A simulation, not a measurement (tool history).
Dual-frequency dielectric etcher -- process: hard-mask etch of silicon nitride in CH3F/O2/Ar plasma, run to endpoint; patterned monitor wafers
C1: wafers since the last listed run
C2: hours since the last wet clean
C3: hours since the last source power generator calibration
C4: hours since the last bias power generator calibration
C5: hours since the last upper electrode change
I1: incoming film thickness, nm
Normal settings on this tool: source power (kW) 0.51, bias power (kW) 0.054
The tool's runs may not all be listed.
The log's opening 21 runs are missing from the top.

Run 22, hour 1492.4: usual settings but source power (kW) 0.45, bias power (kW) 0.043; C1 1071; C2 497.6; C3 789.2; C4 332; C5 725.6; I1 45.28. Result: endpoint time (s) 73.3.
Run 23, hour 1556.9: usual settings but source power (kW) 0.42, bias power (kW) 0.065; C1 909; C2 562.1; C3 853.7; C4 396.5; C5 790.1; I1 45.27. Result: endpoint time (s) 69.7.
At hour 1603.4: wet clean of the chamber.
Run 24, hour 1641.8: usual settings; C1 858; C2 38.4; C3 938.6; C4 481.4; C5 875; I1 45.35. Result: endpoint time (s) 64.7.
Run 25, hour 1716.1: usual settings but source power (kW) 0.62, bias power (kW) 0.043; C1 1047; C2 112.7; C3 1012.9; C4 555.7; C5 949.3; I1 44.86. Result: endpoint time (s) 61.4.
Run 26, hour 1785.2: usual settings but source power (kW) 0.62; C1 974; C2 181.8; C3 1082; C4 624.8; C5 1018.4; I1 45.36. Result: endpoint time (s) 59.8.
Run 27, hour 1867: usual settings but source power (kW) 0.58, bias power (kW) 0.058; C1 1153; C2 263.6; C3 1163.8; C4 706.6; C5 1100.2; I1 45.8. Result: endpoint time (s) 61.9.
Run 28, hour 1974.9: usual settings but source power (kW) 0.58, bias power (kW) 0.066; C1 1521; C2 371.5; C3 1271.7; C4 814.5; C5 1208.1; I1 45.25. Result: endpoint time (s) 59.3.
Run 29, hour 2022.8: usual settings but bias power (kW) 0.062; C1 675; C2 419.4; C3 1319.6; C4 862.4; C5 1256; I1 45.76. Result: endpoint time (s) 64.6.
Run 30, hour 2114.3: usual settings but source power (kW) 0.47, bias power (kW) 0.065; C1 1290; C2 510.9; C3 1411.1; C4 953.9; C5 1347.5; I1 45.28. Result: endpoint time (s) 66.2.
At hour 2238.3: wet clean of the chamber.
Run 31, hour 2238.8: usual settings but source power (kW) 0.4, bias power (kW) 0.066; C1 1417; C2 0.5; C3 1535.6; C4 1078.4; C5 1472; I1 44.94. Result: endpoint time (s) 69.
Run 32, hour 2275.2: usual settings; C1 513; C2 36.9; C3 1572; C4 1114.8; C5 1508.4; I1 44.47. Result: endpoint time (s) 63.4.
Run 33, hour 2311.8: usual settings but source power (kW) 0.6, bias power (kW) 0.067; C1 516; C2 73.5; C3 1608.6; C4 1151.4; C5 1545; I1 45.21. Result: endpoint time (s) 57.6.
Run 34, hour 2360.9: usual settings; C1 692; C2 122.6; C3 1657.7; C4 1200.5; C5 1594.1; I1 45.13. Result: endpoint time (s) 64.5.
Run 35, hour 2468.6: usual settings but source power (kW) 0.42, bias power (kW) 0.059; C1 1518; C2 230.3; C3 1765.4; C4 1308.2; C5 1701.8; I1 45.16. Result: endpoint time (s) 69.6.
Run 36, hour 2540.2: usual settings but source power (kW) 0.57, bias power (kW) 0.041; C1 1009; C2 301.9; C3 1837; C4 1379.8; C5 1773.4; I1 45.1. Result: endpoint time (s) 64.9.

Alternative continuations, all from the tool just after run 36; predict every row:
Run A, hour 2540.6: usual settings; C1 5; C2 302.3; C3 1837.4; C4 1380.2; C5 1773.8; I1 45.1. Result: endpoint time (s) ?.
Run B, hour 2540.6: usual settings but source power (kW) 0.45, bias power (kW) 0.041; C1 5; C2 302.3; C3 1837.4; C4 1380.2; C5 1773.8; I1 45.1. Result: endpoint time (s) ?.
Run C, hour 2540.6: usual settings but source power (kW) 0.47, bias power (kW) 0.064; C1 5; C2 302.3; C3 1837.4; C4 1380.2; C5 1773.8; I1 45.1. Result: endpoint time (s) ?.

run  endpoint time (s)
  A               65.8
  B               73.1
  C                 66
What these runs would have given with no unlogged condition in the tool:
run  endpoint time (s)
  A               65.7
  B                 73
  C               65.8

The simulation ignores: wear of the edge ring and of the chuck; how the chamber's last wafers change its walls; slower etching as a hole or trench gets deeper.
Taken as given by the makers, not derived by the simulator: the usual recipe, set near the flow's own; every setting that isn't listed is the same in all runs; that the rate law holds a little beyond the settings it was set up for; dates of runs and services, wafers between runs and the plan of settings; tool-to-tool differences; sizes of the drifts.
